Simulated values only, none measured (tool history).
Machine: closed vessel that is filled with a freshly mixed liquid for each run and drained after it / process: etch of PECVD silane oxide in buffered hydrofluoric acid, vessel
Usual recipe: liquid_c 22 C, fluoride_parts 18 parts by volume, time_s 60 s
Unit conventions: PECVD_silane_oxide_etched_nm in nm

run   hour  liquid_c  fluoride_parts  time_s  read-back film thickness of the PECVD silane oxide reference wafer, read on the same gauge (nm)  PECVD_silane_oxide_etched_nm
  1      0      18.5              18      60                                                                                            60.01                         49.33
  2   21.4      19.5              18      60                                                                                            60.01                         51.73
  3   45.7      19.5              18      60                                                                                            59.99                         52.09
  4   85.8      19.5              18      60                                                                                               60                         52.45
  5  121.6        22              18      60                                                                                               60                         59.81
  6  141.6        22              13      60                                                                                               60                         81.64
  7  159.9        22              13      60                                                                                            59.99                         82.89
  8  186.4        22              13      60                                                                                               60                         81.82
     200.7  -- hydrofluoric acid flow meter replaced
  9  214.1        22              18      60                                                                                            60.01                         59.87
 10  232.9        25              18      85                                                                                               60                         99.74
 11  258.8        25              18      85                                                                                               60                        100.56
 12  279.9        25              18      85                                                                                            60.02                        100.37
     290.6  -- gauge calibrated
 13  298.7        19              14      90                                                                                            60.01                         97.48
 14  318.8        22              18      60                                                                                            60.01                         59.59
 15  353.1        22              18      60                                                                                               60                         60.08
 16  369.4        20              18      45                                                                                            60.02                         40.14
 17  404.2        26            24.5      40                                                                                            59.98                         38.79
       411  -- thermometer replaced
 18  426.5        27              18      60                                                                                            59.99                         78.64
 19  457.5      18.5              18      95                                                                                               60                         77.36
 20  475.5      26.5              18      60                                                                                               60                          75.3
 21  510.1        26            13.5      60                                                                                            60.01                        100.48
 22  543.1      26.5              18      90                                                                                               60                         113.3
 23  566.3        22              18      60                                                                                               60                         59.77
 24  598.9      23.5              18      75                                                                                            60.01                         81.39
 25  625.3      18.5              18      60                                                                                               60                         49.04

Branching from run 25: 4 alternative next runs. What would each branch give?
  A   626        22              18      60                                                                                                ?                             ?
  B   626        22            20.5      60                                                                                                ?                             ?
  C   626      17.5            24.5      40                                                                                                ?                             ?
  D   626        22              18      45                                                                                                ?                             ?

run  read-back film thickness of the PECVD silane oxide reference wafer, read on the same gauge (nm)  PECVD_silane_oxide_etched_nm
  A                                                                                            60.01                         60.34
  B                                                                                            60.01                         53.47
  C                                                                                            60.01                         24.46
  D                                                                                            60.01                         45.26
Stripped of hidden state, with their random variation kept, the same runs would have yielded:
run  PECVD_silane_oxide_etched_nm
  A                         60.34
  B                         53.47
  C                         24.46
  D                         45.26
